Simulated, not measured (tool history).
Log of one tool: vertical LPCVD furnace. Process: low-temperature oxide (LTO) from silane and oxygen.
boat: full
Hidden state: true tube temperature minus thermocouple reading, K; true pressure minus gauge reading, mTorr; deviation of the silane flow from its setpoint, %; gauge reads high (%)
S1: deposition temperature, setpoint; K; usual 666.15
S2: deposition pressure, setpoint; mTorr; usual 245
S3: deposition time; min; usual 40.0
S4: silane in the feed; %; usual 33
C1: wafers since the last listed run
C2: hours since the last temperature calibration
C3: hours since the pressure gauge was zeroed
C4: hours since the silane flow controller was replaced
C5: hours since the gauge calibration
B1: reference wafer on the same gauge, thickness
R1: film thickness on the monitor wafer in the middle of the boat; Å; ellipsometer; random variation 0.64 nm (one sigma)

Run 1, hour 0.0: usual settings; C1 0; C2 2005.7; C3 3565.4; C4 2891.6; C5 294.9; B1 352.29. Result: R1 3152.5 Å.
Run 2, hour 15.0: usual settings; C1 201; C2 2020.7; C3 3580.4; C4 2906.6; C5 309.9; B1 351.96. Result: R1 3157.4 Å.
Run 3, hour 57.5: usual settings but S4 36 %; C1 571; C2 2063.2; C3 3622.9; C4 2949.1; C5 352.4; B1 352.21. Result: R1 3543.6 Å.
Run 4, hour 84.4: usual settings; C1 361; C2 2090.1; C3 3649.8; C4 2976.0; C5 379.3; B1 352.11. Result: R1 3139.0 Å.
Run 5, hour 98.3: usual settings; C1 186; C2 2104.0; C3 3663.7; C4 2989.9; C5 393.2; B1 351.71. Result: R1 3132.5 Å.
Run 6, hour 126.5: usual settings; C1 379; C2 2132.2; C3 3691.9; C4 3018.1; C5 421.4; B1 351.73. Result: R1 3136.9 Å.
Run 7, hour 152.7: usual settings but S1 669.15 K; C1 352; C2 2158.4; C3 3718.1; C4 3044.3; C5 447.6; B1 351.23. Result: R1 3243.8 Å.
Run 8, hour 177.9: usual settings but S1 669.15 K; C1 338; C2 2183.6; C3 3743.3; C4 3069.5; C5 472.8; B1 351.38. Result: R1 3250.4 Å.
At hour 229.0: silane flow controller replaced.
Run 9, hour 229.5: usual settings but S3 51.0 min; C1 371; C2 2235.2; C3 3794.9; C4 0.5; C5 524.4; B1 350.86. Result: R1 3992.9 Å.
Run 10, hour 233.4: usual settings but S3 51.0 min; C1 52; C2 2239.1; C3 3798.8; C4 4.4; C5 528.3; B1 351.02. Result: R1 3984.1 Å.
Run 11, hour 266.9: usual settings but S3 49.5 min; C1 450; C2 2272.6; C3 3832.3; C4 37.9; C5 561.8; B1 350.95. Result: R1 3873.2 Å.
Run 12, hour 289.1: usual settings but S3 49.5 min; C1 298; C2 2294.8; C3 3854.5; C4 60.1; C5 584.0; B1 350.85. Result: R1 3866.1 Å.
Run 13, hour 303.7: usual settings but S3 49.5 min; C1 196; C2 2309.4; C3 3869.1; C4 74.7; C5 598.6; B1 350.82. Result: R1 3867.9 Å.
Run 14, hour 336.4: usual settings; C1 439; C2 2342.1; C3 3901.8; C4 107.4; C5 631.3; B1 350.76. Result: R1 3127.6 Å.
Run 15, hour 350.8: usual settings; C1 193; C2 2356.5; C3 3916.2; C4 121.8; C5 645.7; B1 350.52. Result: R1 3116.8 Å.
At hour 378.0: pressure gauge zeroed.
Run 16, hour 378.5: usual settings; C1 49; C2 2384.2; C3 0.5; C4 149.5; C5 673.4; B1 350.20. Result: R1 3127.4 Å.
Run 17, hour 387.6: usual settings but S3 47.5 min, S4 27 %; C1 122; C2 2393.3; C3 9.6; C4 158.6; C5 682.5; B1 350.08. Result: R1 2750.3 Å.
Run 18, hour 468.6: usual settings but S1 657.15 K, S2 215 mTorr, S3 33.0 min; C1 1088; C2 2474.3; C3 90.6; C4 239.6; C5 763.5; B1 349.74. Result: R1 2026.6 Å.
Run 19, hour 482.5: usual settings but S1 670.15 K; C1 186; C2 2488.2; C3 104.5; C4 253.5; C5 777.4; B1 349.49. Result: R1 3262.0 Å.
At hour 509.9: gauge calibrated.
Run 20, hour 511.3: usual settings but S1 678.15 K; C1 387; C2 2517.0; C3 133.3; C4 282.3; C5 1.4; B1 353.03. Result: R1 3619.8 Å.
Run 21, hour 526.8: usual settings but S2 280 mTorr, S3 51.0 min; C1 208; C2 2532.5; C3 148.8; C4 297.8; C5 16.9; B1 353.19. Result: R1 4587.8 Å.
Run 22, hour 551.6: usual settings but S2 230 mTorr, S4 30 %; C1 333; C2 2557.3; C3 173.6; C4 322.6; C5 41.7; B1 353.02. Result: R1 2576.7 Å.
At hour 587.1: thermocouples replaced and temperature profile calibrated.
Run 23, hour 587.6: usual settings; C1 161; C2 0.5; C3 209.6; C4 358.6; C5 77.7; B1 352.84. Result: R1 3154.1 Å.
Run 24, hour 603.1: usual settings but S1 660.15 K, S3 33.5 min, S4 36 %; C1 208; C2 16.0; C3 225.1; C4 374.1; C5 93.2; B1 352.78. Result: R1 2759.1 Å.
Run 25, hour 630.4: usual settings but S1 657.15 K, S2 300 mTorr, S3 51.0 min, S4 27 %; C1 367; C2 43.3; C3 252.4; C4 401.4; C5 120.5; B1 352.73. Result: R1 3252.9 Å.
Run 26, hour 642.5: usual settings; C1 162; C2 55.4; C3 264.5; C4 413.5; C5 132.6; B1 352.93. Result: R1 3153.7 Å.
Run 27, hour 657.4: usual settings but S4 29 %; C1 200; C2 70.3; C3 279.4; C4 428.4; C5 147.5; B1 352.64. Result: R1 2598.9 Å.
Run 28, hour 688.5: usual settings but S1 674.15 K, S2 305 mTorr, S3 35.5 min, S4 38 %; C1 418; C2 101.4; C3 310.5; C4 459.5; C5 178.6; B1 352.35. Result: R1 4602.2 Å.
Run 29, hour 715.8: usual settings but S2 300 mTorr; C1 367; C2 128.7; C3 337.8; C4 486.8; C5 205.9; B1 351.97. Result: R1 3854.8 Å.
Run 30, hour 735.6: usual settings but S2 210 mTorr; C1 266; C2 148.5; C3 357.6; C4 506.6; C5 225.7; B1 352.04. Result: R1 2688.7 Å.

4 ways to go on from here, each from the tool as it stands after run 30. What would each give?
Run A, hour 739.7: usual settings but S2 275 mTorr; C1 55; C2 152.6; C3 361.7; C4 510.7; C5 229.8; B1 ?. Result: R1 ?.
Run B, hour 739.7: usual settings but S1 672.15 K, S2 190 mTorr, S3 49.5 min, S4 27 %; C1 55; C2 152.6; C3 361.7; C4 510.7; C5 229.8; B1 ?. Result: R1 ?.
Run C, hour 739.7: usual settings but S3 45.5 min, S4 36 %; C1 55; C2 152.6; C3 361.7; C4 510.7; C5 229.8; B1 ?. Result: R1 ?.
Run D, hour 739.7: usual settings but S2 200 mTorr, S3 52.0 min; C1 55; C2 152.6; C3 361.7; C4 510.7; C5 229.8; B1 ?. Result: R1 ?.

run      B1      R1
  A  352.02  3534.5
  B  352.02  2417.0
  C  352.02  4035.6
  D  352.02  3341.7
Without the tool's hidden state the same runs would have given:
run      R1
  A  3554.4
  B  2430.6
  C  4058.3
  D  3360.5
